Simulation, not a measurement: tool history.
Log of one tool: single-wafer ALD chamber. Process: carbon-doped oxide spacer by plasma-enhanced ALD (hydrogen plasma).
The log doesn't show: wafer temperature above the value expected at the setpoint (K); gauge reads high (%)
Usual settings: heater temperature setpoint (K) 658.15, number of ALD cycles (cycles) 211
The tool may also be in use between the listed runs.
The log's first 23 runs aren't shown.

run     day  heater temperature setpoint (K)  number of ALD cycles (cycles)  wafers since the last listed run  hours since the last thermocouple change  hours since the gauge calibration  read-back reference wafer on the same gauge, thickness_nm  mean film thickness on the monitor wafer (Å)
 24  11.204                           671.15                            189                                 7                                    1679.7                               64.3                                                     11.385                                         85.58
 25  11.667                           648.15                            231                                12                                    1690.8                               75.4                                                     11.386                                        104.65
 26  12.192                           658.15                            233                                14                                    1703.4                               88.0                                                     11.386                                        106.08
 27  12.871                           658.15                            228                                18                                    1719.7                              104.3                                                     11.379                                        103.71
 28  13.162                           647.15                            211                                 8                                    1726.7                              111.3                                                     11.392                                         95.52
 29  13.425                           654.15                            211                                 7                                    1733.0                              117.6                                                     11.399                                         96.02
 30  13.846                           673.15                            238                                11                                    1743.1                              127.7                                                     11.396                                        107.97
 31  14.508                           668.15                            211                                18                                    1759.0                              143.6                                                     11.408                                         96.08
 32  14.879                           651.15                            192                                10                                    1767.9                              152.5                                                     11.421                                         87.19
 33  15.258                           644.15                            211                                10                                    1777.0                              161.6                                                     11.419                                         96.04
     15.658  -- thermocouple changed; heater temperature recalibrated
 34  15.942                           658.15                            211                                 9                                       6.8                              178.0                                                     11.431                                         96.29
 35  16.233                           658.15                            211                                 8                                      13.8                              185.0                                                     11.423                                         96.11
 36  16.571                           664.15                            196                                 9                                      21.9                              193.1                                                     11.435                                         89.49
 37  17.283                           650.15                            251                                19                                      39.0                              210.2                                                     11.456                                        113.93
 38  17.654                           667.15                            211                                10                                      47.9                              219.1                                                     11.461                                         95.94
 39  17.946                           651.15                            236                                 8                                      54.9                              226.1                                                     11.452                                        108.14
 40  18.308                           652.15                            226                                10                                      63.6                              234.8                                                     11.468                                        103.25
 41  18.712                           646.15                            211                                11                                      73.3                              244.5                                                     11.478                                         96.40
 42  19.000                           658.15                            211                                 7                                      80.2                              251.4                                                     11.479                                         96.82
 43  19.429                           658.15                            211                                11                                      90.5                              261.7                                                     11.483                                         96.84
 44  19.700                           646.15                            241                                 7                                      97.0                              268.2                                                     11.492                                        110.51
 45  20.033                           658.15                            211                                 9                                     105.0                              276.2                                                     11.504                                         96.78
 46  20.417                           658.15                            171                                10                                     114.2                              285.4                                                     11.511                                         78.16
 47  20.954                           663.15                            224                                14                                     127.1                              298.3                                                     11.519                                        103.14

4 ways to go on from here, each from the tool as it stands after run 47. What would each give?
  A  20.983                           658.15                            211                                 0                                     127.8                              299.0                                                          ?                                             ?
  B  20.983                           651.15                            211                                 0                                     127.8                              299.0                                                          ?                                             ?
  C  20.983                           663.15                            211                                 0                                     127.8                              299.0                                                          ?                                             ?
  D  20.983                           666.15                            192                                 0                                     127.8                              299.0                                                          ?                                             ?

run  read-back reference wafer on the same gauge, thickness_nm  mean film thickness on the monitor wafer (Å)
  A                                                     11.530                                         96.77
  B                                                     11.530                                         96.77
  C                                                     11.530                                         96.77
  D                                                     11.530                                         88.06
Without the tool's hidden state the same runs would have given:
run  mean film thickness on the monitor wafer (Å)
  A                                         95.45
  B                                         95.45
  C                                         95.45
  D                                         86.86

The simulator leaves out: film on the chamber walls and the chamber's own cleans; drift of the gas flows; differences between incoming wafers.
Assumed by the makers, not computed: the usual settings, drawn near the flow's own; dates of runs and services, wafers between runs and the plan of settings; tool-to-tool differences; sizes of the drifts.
